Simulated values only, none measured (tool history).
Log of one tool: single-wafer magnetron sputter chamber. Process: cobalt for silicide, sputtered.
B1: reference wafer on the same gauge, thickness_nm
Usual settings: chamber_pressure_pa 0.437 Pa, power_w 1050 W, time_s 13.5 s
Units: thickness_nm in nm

{"run": 1, "day": 0.0, "chamber_pressure_pa": 0.437, "power_w": 1050, "time_s": 13.5, "B1": 6.551, "thickness_nm": 6.81}
{"run": 2, "day": 0.942, "chamber_pressure_pa": 0.437, "power_w": 1050, "time_s": 13.5, "B1": 6.549, "thickness_nm": 6.795}
{"run": 3, "day": 1.821, "chamber_pressure_pa": 0.437, "power_w": 1050, "time_s": 13.5, "B1": 6.547, "thickness_nm": 6.804}
{"run": 4, "day": 3.167, "chamber_pressure_pa": 0.437, "power_w": 1050, "time_s": 13.5, "B1": 6.537, "thickness_nm": 6.808}
{"run": 5, "day": 4.108, "chamber_pressure_pa": 0.437, "power_w": 1050, "time_s": 13.5, "B1": 6.554, "thickness_nm": 6.75}
{"run": 6, "day": 4.854, "chamber_pressure_pa": 0.314, "power_w": 1050, "time_s": 11.7, "B1": 6.543, "thickness_nm": 6.291}
{"run": 7, "day": 5.55, "chamber_pressure_pa": 0.314, "power_w": 1050, "time_s": 11.7, "B1": 6.541, "thickness_nm": 6.271}
{"day": 6.879, "done": "sputter target and shields replaced"}
{"day": 7.575, "done": "gauge calibrated"}
{"day": 8.8, "done": "capacitance manometer re-zeroed and calibrated"}
{"run": 8, "day": 9.083, "chamber_pressure_pa": 0.437, "power_w": 1050, "time_s": 15.2, "B1": 6.595, "thickness_nm": 7.696}
{"run": 9, "day": 10.479, "chamber_pressure_pa": 0.437, "power_w": 1050, "time_s": 15.2, "B1": 6.585, "thickness_nm": 7.724}
{"run": 10, "day": 11.254, "chamber_pressure_pa": 0.437, "power_w": 1050, "time_s": 13.5, "B1": 6.585, "thickness_nm": 6.828}
{"run": 11, "day": 12.283, "chamber_pressure_pa": 0.501, "power_w": 1200, "time_s": 14.4, "B1": 6.575, "thickness_nm": 8.07}
{"day": 13.233, "done": "magnet pack replaced"}
{"run": 12, "day": 13.254, "chamber_pressure_pa": 0.351, "power_w": 1050, "time_s": 12, "B1": 6.566, "thickness_nm": 6.369}
{"run": 13, "day": 13.942, "chamber_pressure_pa": 0.286, "power_w": 1200, "time_s": 14.9, "B1": 6.559, "thickness_nm": 9.297}
{"run": 14, "day": 14.45, "chamber_pressure_pa": 0.553, "power_w": 850, "time_s": 15.7, "B1": 6.562, "thickness_nm": 6.039}
{"run": 15, "day": 14.979, "chamber_pressure_pa": 0.39, "power_w": 900, "time_s": 13.5, "B1": 6.556, "thickness_nm": 5.996}
{"run": 16, "day": 15.833, "chamber_pressure_pa": 0.606, "power_w": 1150, "time_s": 11, "B1": 6.552, "thickness_nm": 5.567}
{"run": 17, "day": 16.962, "chamber_pressure_pa": 0.356, "power_w": 1150, "time_s": 12.3, "B1": 6.554, "thickness_nm": 7.111}
{"run": 18, "day": 17.608, "chamber_pressure_pa": 0.437, "power_w": 1050, "time_s": 13.5, "B1": 6.557, "thickness_nm": 6.813}

4 ways to go on from here, each from the tool as it stands after run 18. What would each give?
{"run": "A", "day": 17.625, "chamber_pressure_pa": 0.437, "power_w": 1200, "time_s": 13.5, "B1": "?", "thickness_nm": "?"}
{"run": "B", "day": 17.625, "chamber_pressure_pa": 0.278, "power_w": 850, "time_s": 12.5, "B1": "?", "thickness_nm": "?"}
{"run": "C", "day": 17.625, "chamber_pressure_pa": 0.437, "power_w": 1050, "time_s": 10.8, "B1": "?", "thickness_nm": "?"}
{"run": "D", "day": 17.625, "chamber_pressure_pa": 0.589, "power_w": 1250, "time_s": 15, "B1": "?", "thickness_nm": "?"}

run=A B1=6.557 thickness_nm=7.787
run=B B1=6.557 thickness_nm=5.566
run=C B1=6.557 thickness_nm=5.453
run=D B1=6.557 thickness_nm=8.329
Without the tool's hidden state the same runs would have given:
run=A thickness_nm=7.87
run=B thickness_nm=5.625
run=C thickness_nm=5.511
run=D thickness_nm=8.418

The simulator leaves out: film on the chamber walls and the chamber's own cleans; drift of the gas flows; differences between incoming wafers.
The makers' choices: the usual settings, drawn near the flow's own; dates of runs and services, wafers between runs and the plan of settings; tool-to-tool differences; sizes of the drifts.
